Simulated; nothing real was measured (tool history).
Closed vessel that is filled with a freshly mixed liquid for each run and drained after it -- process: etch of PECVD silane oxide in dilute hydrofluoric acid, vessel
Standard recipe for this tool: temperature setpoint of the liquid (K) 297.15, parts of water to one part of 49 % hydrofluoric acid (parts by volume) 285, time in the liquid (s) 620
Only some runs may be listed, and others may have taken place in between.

run,day,temperature setpoint of the liquid (K),parts of water to one part of 49 % hydrofluoric acid (parts by volume),time in the liquid (s),"read-back film thickness of the PECVD silane oxide reference wafer, read on the same gauge (nm)",thickness taken off the PECVD silane oxide on a monitor wafer (nm)
1,0,297.15,285,620,90.01,46.87
2,3.858,297.15,285,620,89.94,46.89
# day 4.162: hydrofluoric acid flow meter replaced
3,5.567,297.15,285,620,89.99,46.38
4,7.946,297.15,285,620,89.99,46.39
# day 9.471: gauge calibrated
5,10.133,297.15,285,620,90.02,46.5
6,13.3,297.15,285,620,90.01,46.56
7,16.804,297.15,285,400,89.96,30.06
8,19.671,297.15,285,400,89.97,30.01
# day 26.671: thermometer replaced
9,28.288,301.65,285,620,90.01,54.63
# day 29.662: hydrofluoric acid flow meter replaced
10,30.208,301.15,235,845,90.01,92.5
11,32.129,297.15,285,505,90.06,37.94
12,36.592,299.65,340,365,90.03,23.64
13,38.142,297.15,285,620,89.99,46.53
14,42.154,293.15,325,620,89.99,34.18
15,44.804,301.15,285,955,89.97,82.33
16,47.888,293.65,335,460,89.97,24.92
17,51.05,299.65,285,410,90.01,33.68
18,53.875,292.15,350,620,90.03,30.02
# day 54.408: hydrofluoric acid flow meter replaced
19,58.362,300.15,285,620,89.99,51.4
20,61.812,297.15,285,300,90.06,22.42
21,65.292,297.15,285,620,90.01,46.44
22,69.442,299.15,285,725,90.01,58.25
23,72.292,297.15,285,620,89.95,46.96
24,74.833,297.15,180,620,90,82.58
25,76.517,301.15,285,620,90.05,53.36
26,80.079,295.65,380,315,90.06,15.58
# day 81.983: thermometer replaced
27,83.692,297.15,170,620,89.98,88.3
# day 86.708: hydrofluoric acid flow meter replaced
28,86.967,294.15,230,620,90,54.4
29,89.038,302.15,220,930,90.01,115.07
30,90.862,299.65,285,885,89.99,72.17
# day 91.229: gauge calibrated
31,95.142,297.15,285,620,90,46.43
32,98.554,297.15,245,620,89.93,56.04

Forecast each of these 4 alternatives for the next run:
A,98.588,297.15,285,620,?,?
B,98.588,292.15,285,620,?,?
C,98.588,295.65,420,470,?,?
D,98.588,297.15,150,460,?,?

run,"read-back film thickness of the PECVD silane oxide reference wafer, read on the same gauge (nm)",thickness taken off the PECVD silane oxide on a monitor wafer (nm)
A,90.02,46.5
B,90.02,38.81
C,90.02,20.09
D,90.02,75.57
What these runs would have given with no unlogged condition in the tool:
run,thickness taken off the PECVD silane oxide on a monitor wafer (nm)
A,46.17
B,38.54
C,19.94
D,75.08

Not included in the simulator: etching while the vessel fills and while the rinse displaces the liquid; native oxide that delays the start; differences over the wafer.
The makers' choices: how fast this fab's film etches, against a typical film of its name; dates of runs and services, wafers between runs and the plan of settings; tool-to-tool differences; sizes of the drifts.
